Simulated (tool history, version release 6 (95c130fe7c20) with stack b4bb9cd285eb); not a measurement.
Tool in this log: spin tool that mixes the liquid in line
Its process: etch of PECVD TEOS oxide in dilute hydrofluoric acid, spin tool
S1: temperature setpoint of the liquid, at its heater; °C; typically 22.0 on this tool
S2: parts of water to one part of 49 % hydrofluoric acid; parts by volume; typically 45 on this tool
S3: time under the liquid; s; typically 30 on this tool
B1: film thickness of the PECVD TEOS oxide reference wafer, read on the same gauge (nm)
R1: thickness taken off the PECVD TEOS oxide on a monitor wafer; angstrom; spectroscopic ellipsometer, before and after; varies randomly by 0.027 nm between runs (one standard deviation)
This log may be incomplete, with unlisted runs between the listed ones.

run 1 hour=0.0 | S1=22.0 S2=45 S3=30 | B1=100.01 | R1=89.2
run 2 hour=13.5 | S1=22.0 S2=45 S3=30 | B1=99.97 | R1=89.0
run 3 hour=21.1 | S1=25.0 S2=45 S3=35 | B1=100.04 | R1=118.0
run 4 hour=35.2 | S1=25.0 S2=45 S3=35 | B1=100.01 | R1=117.5
run 5 hour=45.8 | S1=22.0 S2=30 S3=30 | B1=100.04 | R1=135.1
run 6 hour=57.2 | S1=22.0 S2=45 S3=25 | B1=99.99 | R1=73.9
-- hour=71.5 gauge calibrated
run 7 hour=72.0 | S1=22.0 S2=45 S3=30 | B1=99.97 | R1=89.2
run 8 hour=85.4 | S1=22.0 S2=45 S3=30 | B1=99.99 | R1=88.6
-- hour=87.8 thermometer replaced
-- hour=94.1 hydrofluoric acid flow meter replaced
run 9 hour=95.7 | S1=22.0 S2=45 S3=30 | B1=100.01 | R1=85.7
run 10 hour=108.4 | S1=22.0 S2=45 S3=30 | B1=100.00 | R1=86.2
run 11 hour=116.9 | S1=25.0 S2=45 S3=35 | B1=99.99 | R1=113.9
run 12 hour=125.5 | S1=25.0 S2=45 S3=30 | B1=99.99 | R1=97.4
run 13 hour=135.9 | S1=25.5 S2=55 S3=20 | B1=99.99 | R1=53.7
run 14 hour=145.2 | S1=23.5 S2=45 S3=15 | B1=100.03 | R1=45.5
run 15 hour=156.3 | S1=24.0 S2=25 S3=40 | B1=100.00 | R1=230.0
run 16 hour=166.5 | S1=22.0 S2=65 S3=15 | B1=99.99 | R1=29.0
run 17 hour=180.6 | S1=22.0 S2=30 S3=15 | B1=100.00 | R1=65.5
run 18 hour=190.0 | S1=18.0 S2=55 S3=25 | B1=100.00 | R1=48.9

Consider 4 possible next runs. They are alternatives, not a sequence: every one starts from the tool as it was left by run 18. What does each give?
run A hour=190.4 | S1=22.0 S2=45 S3=30 | B1=? | R1=?
run B hour=190.4 | S1=25.5 S2=45 S3=20 | B1=? | R1=?
run C hour=190.4 | S1=20.5 S2=45 S3=50 | B1=? | R1=?
run D hour=190.4 | S1=24.0 S2=25 S3=45 | B1=? | R1=?

run=A B1=99.99 R1=86.0
run=B B1=99.99 R1=66.3
run=C B1=99.99 R1=134.5
run=D B1=99.99 R1=259.1
Had the tool no hidden state, the same runs would have come out as:
run=A R1=86.5
run=B R1=66.6
run=C R1=135.3
run=D R1=260.7

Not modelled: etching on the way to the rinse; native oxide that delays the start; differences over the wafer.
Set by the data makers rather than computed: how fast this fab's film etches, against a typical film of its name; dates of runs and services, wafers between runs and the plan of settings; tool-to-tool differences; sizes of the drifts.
